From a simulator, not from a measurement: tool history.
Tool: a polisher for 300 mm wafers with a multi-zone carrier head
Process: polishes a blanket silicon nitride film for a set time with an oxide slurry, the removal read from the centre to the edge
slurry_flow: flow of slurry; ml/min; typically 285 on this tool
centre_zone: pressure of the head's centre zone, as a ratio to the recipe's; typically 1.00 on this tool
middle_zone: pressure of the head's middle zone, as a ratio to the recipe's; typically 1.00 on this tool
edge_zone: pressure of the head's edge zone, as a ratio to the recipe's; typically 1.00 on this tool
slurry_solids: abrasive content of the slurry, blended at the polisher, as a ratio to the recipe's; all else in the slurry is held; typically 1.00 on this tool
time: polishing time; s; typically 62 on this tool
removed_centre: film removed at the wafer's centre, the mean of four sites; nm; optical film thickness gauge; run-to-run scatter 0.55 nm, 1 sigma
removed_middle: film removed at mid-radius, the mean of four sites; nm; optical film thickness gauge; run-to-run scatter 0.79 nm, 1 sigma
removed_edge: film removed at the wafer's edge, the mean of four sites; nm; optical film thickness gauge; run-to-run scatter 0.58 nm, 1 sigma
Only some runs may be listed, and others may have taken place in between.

run    hour  slurry_flow  centre_zone  middle_zone  edge_zone  slurry_solids  time  wafers since the last listed run  wafers polished on this pad  hours since the slurry nozzle was cleaned  hours since the centre zone pressure was calibrated  hours since the edge zone pressure was calibrated  hours since the carrier head's membrane was replaced  incoming thickness of the incoming film, nm  removed_centre  removed_middle  removed_edge
  1     0.0          285         1.00         1.00       1.00           1.00    62                                 0                         4468                                      247.5                                                 69.0                                              135.3                                                 295.3                                        522.6            45.0            46.2          47.3
  2    82.4          225         0.96         0.95       0.91           1.00    62                               638                         5106                                      329.9                                                151.4                                              217.7                                                 377.7                                        510.2            41.3            44.0          44.2
       90.8  -- worn pad replaced by a new one
  3   173.3          285         0.91         1.00       0.96           1.20    62                               673                          639                                      420.8                                                242.3                                              308.6                                                 468.6                                        517.7            47.9            55.5          54.3
  4   246.5          365         1.10         1.00       1.00           1.00    62                               567                         1206                                      494.0                                                315.5                                              381.8                                                 541.8                                        517.4            54.3            52.1          51.0
  5   350.5          285         1.00         1.00       1.00           1.00    62                               805                         2012                                      598.0                                                419.5                                              485.8                                                 645.8                                        524.0            47.3            49.0          49.7
      430.8  -- slurry nozzle cleaned
  6   454.5          285         1.00         1.00       1.00           1.00    62                               797                         2810                                       23.7                                                523.5                                              589.8                                                 749.8                                        512.8            46.3            48.9          49.2
  7   493.6          190         1.00         1.00       0.95           0.90    78                               302                         3112                                       62.8                                                562.6                                              628.9                                                 788.9                                        517.0            52.5            55.2          54.0
  8   553.5          285         0.95         1.00       1.00           0.75    62                               464                         3577                                      122.7                                                622.5                                              688.8                                                 848.8                                        522.5            36.2            40.1          39.8
      584.1  -- edge zone pressure recalibrated
  9   633.6          285         1.00         1.00       1.04           1.25    62                               605                         4182                                      202.8                                                702.6                                               49.5                                                 928.9                                        522.9            50.5            51.2          52.3
 10   730.3          240         1.00         1.00       0.91           0.90    62                               749                         4931                                      299.5                                                799.3                                              146.2                                                1025.6                                        525.4            41.1            42.9          41.9
      741.3  -- centre zone pressure recalibrated
 11   813.8          285         1.00         1.00       1.00           1.00    62                               631                         5562                                      383.0                                                 72.5                                              229.7                                                1109.1                                        518.1            42.7            46.7          44.6
 12   878.9          285         1.00         1.00       1.00           1.00    62                               504                         6067                                      448.1                                                137.6                                              294.8                                                1174.2                                        519.1            43.1            44.8          44.4
      885.5  -- worn pad replaced by a new one
 13   982.4          285         1.00         1.00       1.12           1.00    62                               770                          750                                      551.6                                                241.1                                              398.3                                                1277.7                                        523.5            49.4            50.2          52.6
 14  1078.8          285         1.00         1.00       1.00           1.00    72                               746                         1497                                      648.0                                                337.5                                              494.7                                                1374.1                                        528.1            55.7            59.2          58.9
     1118.6  -- slurry nozzle cleaned
 15  1166.8          285         0.89         1.00       1.00           0.80    62                               674                         2171                                       48.2                                                425.5                                              582.7                                                1462.1                                        515.3            37.1            42.9          43.0
 16  1268.6          285         1.00         1.00       1.00           1.00    62                               788                         2959                                      150.0                                                527.3                                              684.5                                                1563.9                                        519.8            47.3            48.7          48.8
 17  1357.3          285         1.00         1.00       1.00           1.00    62                               687                         3647                                      238.7                                                616.0                                              773.2                                                1652.6                                        521.5            45.6            47.9          48.0
     1388.6  -- carrier head's membrane replaced by a new one
     1390.8  -- edge zone pressure recalibrated
 18  1403.6          215         0.89         1.00       1.00           0.75    45                               304                         3951                                      285.0                                                662.3                                               12.8                                                  15.0                                        525.3            24.0            28.3          28.7
 19  1450.9          285         1.00         1.00       1.00           1.00    62                               366                         4318                                      332.3                                                709.6                                               60.1                                                  62.3                                        509.7            44.8            47.8          47.6
 20  1523.8          285         0.92         1.00       1.03           1.00    62                               564                         4882                                      405.2                                                782.5                                              133.0                                                 135.2                                        518.9            40.7            45.8          46.9
 21  1598.8          255         1.00         0.96       1.00           0.90    62                               581                         5463                                      480.2                                                857.5                                              208.0                                                 210.2                                        523.7            40.9            40.6          43.1
     1621.0  -- centre zone pressure recalibrated
     1626.6  -- worn pad replaced by a new one
     1815.1  -- slurry nozzle cleaned
 22  1895.9          320         1.00         0.92       1.00           1.00    62                              2247                         2078                                       80.8                                                274.9                                              505.1                                                 507.3                                        521.1            47.0            47.2          48.3

Each row is a separate what-if for the run after 22, all from the same tool condition, not one after another. Results?
  A  1896.3          240         1.00         1.00       1.00           1.00    62                                 3                         2082                                       81.2                                                275.3                                              505.5                                                 507.7                                        512.6               ?               ?             ?
  B  1896.3          285         1.00         1.00       1.00           1.00    56                                 3                         2082                                       81.2                                                275.3                                              505.5                                                 507.7                                        512.6               ?               ?             ?
  C  1896.3          285         1.00         1.00       1.00           0.75    62                                 3                         2082                                       81.2                                                275.3                                              505.5                                                 507.7                                        512.6               ?               ?             ?

run  removed_centre  removed_middle  removed_edge
  A            46.6            46.7          48.0
  B            42.9            42.9          43.9
  C            40.0            40.0          40.9
With the hidden condition removed and each run's random variation left untouched, the same runs would have given:
run  removed_centre  removed_middle  removed_edge
  A            50.4            50.5          51.9
  B            46.4            46.4          47.5
  C            43.2            43.2          44.2
